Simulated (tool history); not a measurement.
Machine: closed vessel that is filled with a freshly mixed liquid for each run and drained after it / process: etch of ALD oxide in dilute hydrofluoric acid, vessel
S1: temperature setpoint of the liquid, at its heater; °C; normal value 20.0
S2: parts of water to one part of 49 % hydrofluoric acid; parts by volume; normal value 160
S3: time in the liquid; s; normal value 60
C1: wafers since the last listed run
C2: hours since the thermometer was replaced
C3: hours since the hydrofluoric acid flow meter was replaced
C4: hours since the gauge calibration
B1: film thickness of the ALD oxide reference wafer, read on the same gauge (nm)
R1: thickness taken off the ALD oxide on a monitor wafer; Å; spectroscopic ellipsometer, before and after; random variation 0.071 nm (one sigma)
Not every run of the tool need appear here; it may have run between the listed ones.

run 1 hour=0.0 | S1=20.0 S2=125 S3=60 | C1=0 C2=941.8 C3=224.1 C4=1758.4 | B1=140.05 | R1=126.5
run 2 hour=55.8 | S1=20.0 S2=160 S3=60 | C1=8102 C2=997.6 C3=279.9 C4=1814.2 | B1=139.75 | R1=95.2
run 3 hour=107.5 | S1=20.0 S2=160 S3=60 | C1=7507 C2=1049.3 C3=331.6 C4=1865.9 | B1=139.42 | R1=95.1
run 4 hour=174.3 | S1=20.0 S2=160 S3=60 | C1=9700 C2=1116.1 C3=398.4 C4=1932.7 | B1=139.03 | R1=94.6
run 5 hour=236.3 | S1=20.0 S2=160 S3=60 | C1=9003 C2=1178.1 C3=460.4 C4=1994.7 | B1=138.65 | R1=93.8
-- hour=424.9 gauge calibrated
run 6 hour=448.0 | S1=20.0 S2=160 S3=60 | C1=30741 C2=1389.8 C3=672.1 C4=23.1 | B1=149.50 | R1=101.6
run 7 hour=511.8 | S1=20.0 S2=95 S3=50 | C1=9264 C2=1453.6 C3=735.9 C4=86.9 | B1=149.09 | R1=153.1
run 8 hour=545.7 | S1=20.0 S2=95 S3=50 | C1=4922 C2=1487.5 C3=769.8 C4=120.8 | B1=148.92 | R1=151.0
-- hour=551.3 thermometer replaced
run 9 hour=588.1 | S1=20.0 S2=160 S3=60 | C1=6011 C2=36.8 C3=812.2 C4=163.2 | B1=148.66 | R1=101.3
run 10 hour=654.6 | S1=20.0 S2=160 S3=60 | C1=9656 C2=103.3 C3=878.7 C4=229.7 | B1=148.25 | R1=100.1
-- hour=681.2 hydrofluoric acid flow meter replaced
run 11 hour=697.5 | S1=20.0 S2=160 S3=60 | C1=6084 C2=146.2 C3=16.3 C4=272.6 | B1=148.00 | R1=101.3
run 12 hour=737.4 | S1=20.0 S2=185 S3=60 | C1=5794 C2=186.1 C3=56.2 C4=312.5 | B1=147.78 | R1=85.0
run 13 hour=781.2 | S1=23.5 S2=90 S3=85 | C1=6360 C2=229.9 C3=100.0 C4=356.3 | B1=147.53 | R1=312.2
run 14 hour=845.5 | S1=20.0 S2=180 S3=75 | C1=9337 C2=294.2 C3=164.3 C4=420.6 | B1=147.16 | R1=109.0
run 15 hour=882.5 | S1=20.0 S2=125 S3=60 | C1=5372 C2=331.2 C3=201.3 C4=457.6 | B1=146.94 | R1=132.4
run 16 hour=909.4 | S1=20.0 S2=160 S3=60 | C1=3906 C2=358.1 C3=228.2 C4=484.5 | B1=146.76 | R1=99.4
run 17 hour=974.1 | S1=17.0 S2=85 S3=80 | C1=9395 C2=422.8 C3=292.9 C4=549.2 | B1=146.36 | R1=236.6
run 18 hour=1044.1 | S1=17.0 S2=220 S3=95 | C1=10164 C2=492.8 C3=362.9 C4=619.2 | B1=145.95 | R1=95.2
run 19 hour=1075.6 | S1=20.0 S2=160 S3=60 | C1=4574 C2=524.3 C3=394.4 C4=650.7 | B1=145.78 | R1=99.4
run 20 hour=1108.7 | S1=24.5 S2=135 S3=60 | C1=4806 C2=557.4 C3=427.5 C4=683.8 | B1=145.57 | R1=144.1
run 21 hour=1232.6 | S1=18.5 S2=130 S3=30 | C1=17992 C2=681.3 C3=551.4 C4=807.7 | B1=144.80 | R1=59.0
run 22 hour=1302.1 | S1=18.0 S2=225 S3=60 | C1=10092 C2=750.8 C3=620.9 C4=877.2 | B1=144.44 | R1=60.7
run 23 hour=1355.2 | S1=20.0 S2=110 S3=30 | C1=7710 C2=803.9 C3=674.0 C4=930.3 | B1=144.08 | R1=75.6
run 24 hour=1392.6 | S1=17.0 S2=225 S3=60 | C1=5431 C2=841.3 C3=711.4 C4=967.7 | B1=143.88 | R1=58.6
run 25 hour=1448.8 | S1=21.5 S2=160 S3=45 | C1=8161 C2=897.5 C3=767.6 C4=1023.9 | B1=143.52 | R1=76.9
run 26 hour=1496.7 | S1=17.5 S2=85 S3=30 | C1=6955 C2=945.4 C3=815.5 C4=1071.8 | B1=143.31 | R1=89.7
-- hour=1506.1 hydrofluoric acid flow meter replaced
run 27 hour=1558.7 | S1=22.5 S2=190 S3=30 | C1=8858 C2=1007.4 C3=52.6 C4=1133.8 | B1=142.90 | R1=43.8
run 28 hour=1626.9 | S1=24.5 S2=135 S3=60 | C1=9903 C2=1075.6 C3=120.8 C4=1202.0 | B1=142.48 | R1=141.5
run 29 hour=1658.8 | S1=22.5 S2=110 S3=80 | C1=4632 C2=1107.5 C3=152.7 C4=1233.9 | B1=142.32 | R1=216.1
run 30 hour=1728.4 | S1=20.0 S2=160 S3=60 | C1=10106 C2=1177.1 C3=222.3 C4=1303.5 | B1=141.96 | R1=96.5
-- hour=1863.7 thermometer replaced
run 31 hour=1936.7 | S1=20.0 S2=160 S3=50 | C1=30102 C2=73.0 C3=430.6 C4=1511.8 | B1=140.65 | R1=80.0
run 32 hour=1989.9 | S1=17.5 S2=230 S3=30 | C1=7725 C2=126.2 C3=483.8 C4=1565.0 | B1=140.34 | R1=28.3
run 33 hour=2043.0 | S1=22.0 S2=80 S3=35 | C1=7710 C2=179.3 C3=536.9 C4=1618.1 | B1=140.05 | R1=131.7
run 34 hour=2111.4 | S1=20.0 S2=160 S3=60 | C1=9932 C2=247.7 C3=605.3 C4=1686.5 | B1=139.59 | R1=94.4

Forecast each of these 4 alternatives for the next run:
run A hour=2112.1 | S1=20.0 S2=160 S3=60 | C1=101 C2=248.4 C3=606.0 C4=1687.2 | B1=? | R1=?
run B hour=2112.1 | S1=20.0 S2=80 S3=50 | C1=101 C2=248.4 C3=606.0 C4=1687.2 | B1=? | R1=?
run C hour=2112.1 | S1=20.0 S2=200 S3=40 | C1=101 C2=248.4 C3=606.0 C4=1687.2 | B1=? | R1=?
run D hour=2112.1 | S1=17.0 S2=185 S3=75 | C1=101 C2=248.4 C3=606.0 C4=1687.2 | B1=? | R1=?

run=A B1=139.63 R1=94.4
run=B B1=139.63 R1=171.7
run=C B1=139.63 R1=48.4
run=D B1=139.63 R1=88.4
Without the tool's hidden state the same runs would have given:
run=A R1=101.5
run=B R1=184.4
run=C R1=52.0
run=D R1=95.0
